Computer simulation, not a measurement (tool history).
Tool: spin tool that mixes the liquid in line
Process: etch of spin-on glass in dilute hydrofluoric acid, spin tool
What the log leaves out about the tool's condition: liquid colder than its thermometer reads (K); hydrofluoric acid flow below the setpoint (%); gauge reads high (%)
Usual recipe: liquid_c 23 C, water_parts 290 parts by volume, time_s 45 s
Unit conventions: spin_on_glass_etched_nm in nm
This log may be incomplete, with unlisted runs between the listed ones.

run,hour,liquid_c,water_parts,time_s,wafers since the last listed run,hours since the thermometer was replaced,hours since the hydrofluoric acid flow meter was replaced,hours since the gauge calibration,"read-back film thickness of the spin-on glass reference wafer, read on the same gauge (nm)",spin_on_glass_etched_nm
1,0,23,290,45,0,2835.1,1023.9,6,80.04,5.76
2,6.9,23,290,45,120,2842,1030.8,12.9,80.06,5.69
3,18.4,23,290,45,200,2853.5,1042.3,24.4,80.02,5.75
4,28.6,23,290,55,177,2863.7,1052.5,34.6,79.99,7.01
5,42.7,23,290,45,245,2877.8,1066.6,48.7,79.99,5.71
6,52.5,23,290,45,170,2887.6,1076.4,58.5,80,5.68
7,64.5,23,290,45,209,2899.6,1088.4,70.5,80,5.68
8,71,23,290,45,113,2906.1,1094.9,77,79.96,5.68
9,88.8,27.5,235,45,310,2923.9,1112.7,94.8,80.01,8.68
# hour 89.3: gauge calibrated
# hour 100.7: thermometer replaced
# hour 113.6: hydrofluoric acid flow meter replaced
10,114.1,24.5,290,70,406,13.4,0.5,24.8,80.03,10.54
11,124,23,290,45,172,23.3,10.4,34.7,80.01,6.51
12,133.3,23,290,55,162,32.6,19.7,44,80.03,7.88
13,141.1,23,185,45,135,40.4,27.5,51.8,80.02,11.27
14,149.4,25,290,25,144,48.7,35.8,60.1,80.05,3.84

Consider 5 possible next runs. They are alternatives, not a sequence: every one starts from the tool as it was left by run 14. What does each give?
A,149.8,23,290,45,6,49.1,36.2,60.5,?,?
B,149.8,18.5,290,35,6,49.1,36.2,60.5,?,?
C,149.8,23,145,35,6,49.1,36.2,60.5,?,?
D,149.8,28,210,45,6,49.1,36.2,60.5,?,?
E,149.8,23,205,45,6,49.1,36.2,60.5,?,?

run,"read-back film thickness of the spin-on glass reference wafer, read on the same gauge (nm)",spin_on_glass_etched_nm
A,80.02,6.41
B,80.02,4.23
C,80.02,11.61
D,80.02,11.49
E,80.02,9.88
Without the tool's hidden state the same runs would have given:
run,spin_on_glass_etched_nm
A,6.59
B,4.35
C,11.91
D,11.81
E,10.15

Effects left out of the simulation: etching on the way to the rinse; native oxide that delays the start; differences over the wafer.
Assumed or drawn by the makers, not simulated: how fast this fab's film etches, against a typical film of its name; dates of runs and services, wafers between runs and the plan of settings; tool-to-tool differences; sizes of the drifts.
